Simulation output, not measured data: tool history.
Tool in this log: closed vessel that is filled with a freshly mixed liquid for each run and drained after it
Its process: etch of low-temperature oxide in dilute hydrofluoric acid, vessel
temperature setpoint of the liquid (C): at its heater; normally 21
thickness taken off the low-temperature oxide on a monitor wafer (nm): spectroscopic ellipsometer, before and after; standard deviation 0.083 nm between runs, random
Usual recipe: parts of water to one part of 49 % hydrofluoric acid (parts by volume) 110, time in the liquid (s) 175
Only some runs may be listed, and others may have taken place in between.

run    hour  temperature setpoint of the liquid (C)  parts of water to one part of 49 % hydrofluoric acid (parts by volume)  time in the liquid (s)  wafers since the last listed run  hours since the thermometer was replaced  hours since the hydrofluoric acid flow meter was replaced  hours since the gauge calibration  read-back film thickness of the low-temperature oxide reference wafer, read on the same gauge (nm)  thickness taken off the low-temperature oxide on a monitor wafer (nm)
  1       0                                      24                                                                     110                      95                                 0                                    1192.3                                                      453.2                                440                                                                                               70.02                                                                  15.55
       19.9  -- hydrofluoric acid flow meter replaced
  2   245.1                                      21                                                                     110                     175                             13876                                    1437.4                                                      225.2                              685.1                                                                                               69.99                                                                  25.23
  3   298.8                                      21                                                                     110                     175                              3052                                    1491.1                                                      278.9                              738.8                                                                                               70.02                                                                  25.31
  4   366.7                                      21                                                                     110                     175                              3860                                      1559                                                      346.8                              806.7                                                                                               69.98                                                                  25.23
  5   407.4                                      21                                                                     110                     175                              2313                                    1599.7                                                      387.5                              847.4                                                                                                  70                                                                  24.97
      448.6  -- gauge calibrated
  6   474.1                                      21                                                                     110                     175                              3791                                    1666.4                                                      454.2                               25.5                                                                                               69.98                                                                  25.13
      481.3  -- hydrofluoric acid flow meter replaced
      607.7  -- thermometer replaced
  7   695.7                                      21                                                                     110                     175                             12484                                        88                                                      214.4                              247.1                                                                                               69.99                                                                  26.03
  8   758.1                                      23                                                                     110                     175                              3547                                     150.4                                                      276.8                              309.5                                                                                               70.01                                                                  28.09
  9   803.2                                      23                                                                     110                     175                              2563                                     195.5                                                      321.9                              354.6                                                                                                  70                                                                  28.11
 10   848.3                                      23                                                                     110                     175                              2563                                     240.6                                                        367                              399.7                                                                                                  70                                                                  28.06
 11   918.3                                      18                                                                     110                     175                              3979                                     310.6                                                        437                              469.7                                                                                               69.98                                                                  22.84
      958.2  -- hydrofluoric acid flow meter replaced
 12  1014.9                                      23                                                                     110                     175                              5434                                     407.2                                                       56.7                              566.3                                                                                               70.03                                                                  27.95
 13  1089.4                                      21                                                                     110                     235                              4235                                     481.7                                                      131.2                              640.8                                                                                               69.99                                                                  34.57
 14  1166.2                                    18.5                                                                     125                      75                              4366                                     558.5                                                        208                              717.6                                                                                               69.99                                                                   8.61
 15  1233.8                                      23                                                                     110                     175                              3842                                     626.1                                                      275.6                              785.2                                                                                               69.99                                                                  28.08
 16  1294.7                                    25.5                                                                      90                     205                              3462                                       687                                                      336.5                              846.1                                                                                                  70                                                                   45.3
     1324.9  -- gauge calibrated
     1361.6  -- hydrofluoric acid flow meter replaced
 17  1384.3                                      19                                                                      80                     175                              5036                                     776.6                                                       22.7                               59.4                                                                                               69.98                                                                  33.66
 18  1491.4                                      21                                                                     110                     175                              6088                                     883.7                                                      129.8                              166.5                                                                                               69.98                                                                  25.74
 19  1598.2                                      21                                                                     155                      85                              6071                                     990.5                                                      236.6                              273.3                                                                                               70.01                                                                   8.42
 20  1647.7                                      21                                                                     110                     175                              2814                                      1040                                                      286.1                              322.8                                                                                                  70                                                                  25.52
 21  1753.5                                    25.5                                                                     110                     210                              6014                                    1145.8                                                      391.9                              428.6                                                                                               70.01                                                                  36.48

What if the next run were any one of these 3? Each begins from the tool's condition after run 21:
  A  1754.2                                      17                                                                     110                     175                                39                                    1146.5                                                      392.6                              429.3                                                                                                   ?                                                                      ?
  B  1754.2                                    22.5                                                                     130                     175                                39                                    1146.5                                                      392.6                              429.3                                                                                                   ?                                                                      ?
  C  1754.2                                      19                                                                     110                     175                                39                                    1146.5                                                      392.6                              429.3                                                                                                   ?                                                                      ?

run  read-back film thickness of the low-temperature oxide reference wafer, read on the same gauge (nm)  thickness taken off the low-temperature oxide on a monitor wafer (nm)
  A                                                                                               70.02                                                                  21.59
  B                                                                                               70.02                                                                  22.39
  C                                                                                               70.02                                                                  23.47
Without the tool's hidden state the same runs would have given:
run  thickness taken off the low-temperature oxide on a monitor wafer (nm)
  A                                                                  22.08
  B                                                                  22.86
  C                                                                  23.99
